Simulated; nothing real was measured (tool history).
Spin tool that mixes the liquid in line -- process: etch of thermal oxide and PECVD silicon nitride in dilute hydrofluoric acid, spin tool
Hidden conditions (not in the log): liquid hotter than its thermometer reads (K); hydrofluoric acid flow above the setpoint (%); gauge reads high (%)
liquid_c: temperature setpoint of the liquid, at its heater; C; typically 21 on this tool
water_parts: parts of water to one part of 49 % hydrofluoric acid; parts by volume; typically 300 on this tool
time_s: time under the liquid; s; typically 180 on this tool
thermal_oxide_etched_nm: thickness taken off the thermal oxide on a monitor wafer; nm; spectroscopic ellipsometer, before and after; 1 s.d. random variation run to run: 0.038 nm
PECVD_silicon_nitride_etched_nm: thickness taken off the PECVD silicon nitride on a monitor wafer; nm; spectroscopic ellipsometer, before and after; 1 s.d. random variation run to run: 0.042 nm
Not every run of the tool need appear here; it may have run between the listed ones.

run   hour  liquid_c  water_parts  time_s  wafers since the last listed run  hours since the thermometer was replaced  hours since the hydrofluoric acid flow meter was replaced  hours since the gauge calibration  read-back film thickness of the thermal oxide reference wafer, read on the same gauge (nm)  read-back film thickness of the PECVD silicon nitride reference wafer, read on the same gauge (nm)  thermal_oxide_etched_nm  PECVD_silicon_nitride_etched_nm
  1      0        21          300     110                                 0                                     490.7                                                      815.6                               54.2                                                                                      39.995                                                                                             140.016                    1.843                            1.077
  2     11        21          300     120                                87                                     501.7                                                      826.6                               65.2                                                                                       39.99                                                                                             140.007                    2.003                            1.259
      21.3  -- thermometer replaced
  3   24.6        21          300     110                               100                                       3.3                                                      840.2                               78.8                                                                                      40.005                                                                                             140.019                    1.679                            0.999
      27.2  -- hydrofluoric acid flow meter replaced
  4   40.8      19.5          300     180                               121                                      19.5                                                       13.6                                 95                                                                                      40.036                                                                                             140.008                      2.3                            1.259
  5     47      24.5          350      80                                49                                      25.7                                                       19.8                              101.2                                                                                      39.973                                                                                              139.99                    0.982                            0.669
  6   62.9      23.5          255     180                               126                                      41.6                                                       35.7                              117.1                                                                                       40.01                                                                                              140.01                    3.298                            1.882
  7   79.1        21          300     265                               129                                      57.8                                                       51.9                              133.3                                                                                      39.997                                                                                             140.029                    3.643                            2.025
  8     91        21          300     180                                94                                      69.7                                                       63.8                              145.2                                                                                          40                                                                                             140.008                    2.442                            1.397
  9   98.5        21          300     110                                59                                      77.2                                                       71.3                              152.7                                                                                       39.99                                                                                             139.971                    1.456                            0.884
 10  105.6        25          180      75                                56                                      84.3                                                       78.4                              159.8                                                                                      40.011                                                                                             139.993                    2.244                            1.331
 11  113.8        21          300     180                                65                                      92.5                                                       86.6                                168                                                                                      39.991                                                                                             140.002                    2.505                            1.456
 12  126.5        21          375     180                               101                                     105.2                                                       99.3                              180.7                                                                                      40.004                                                                                             139.963                    1.871                            1.132
 13  153.3        25          180      75                               213                                       132                                                      126.1                              207.5                                                                                      39.983                                                                                             139.993                    2.375                            1.322
 14  159.4        21          375     220                                48                                     138.1                                                      132.2                              213.6                                                                                      40.015                                                                                             140.002                    2.268                            1.501
 15  167.4        21          345     180                                63                                     146.1                                                      140.2                              221.6                                                                                       40.01                                                                                             140.004                    2.113                            1.271
 16  181.8        21          225     180                               114                                     160.5                                                      154.6                                236                                                                                      39.987                                                                                             140.006                    3.603                            1.953
 17  193.4        21          300     180                                92                                     172.1                                                      166.2                              247.6                                                                                      39.969                                                                                             140.022                    2.518                            1.522

Run 18 comes next. What will it give?
 18  203.9        25          360     150                                83                                     182.6                                                      176.7                              258.1                                                                                           ?                                                                                                   ?                        ?                                ?

Run 18 produced read-back film thickness of the thermal oxide reference wafer, read on the same gauge (nm) 39.99, read-back film thickness of the PECVD silicon nitride reference wafer, read on the same gauge (nm) 139.996, thermal_oxide_etched_nm 1.966 nm, PECVD_silicon_nitride_etched_nm 1.375 nm.
On a tool with no hidden condition, and with the same random variation, this run would have come out at thermal_oxide_etched_nm 1.819 nm, PECVD_silicon_nitride_etched_nm 1.248 nm.
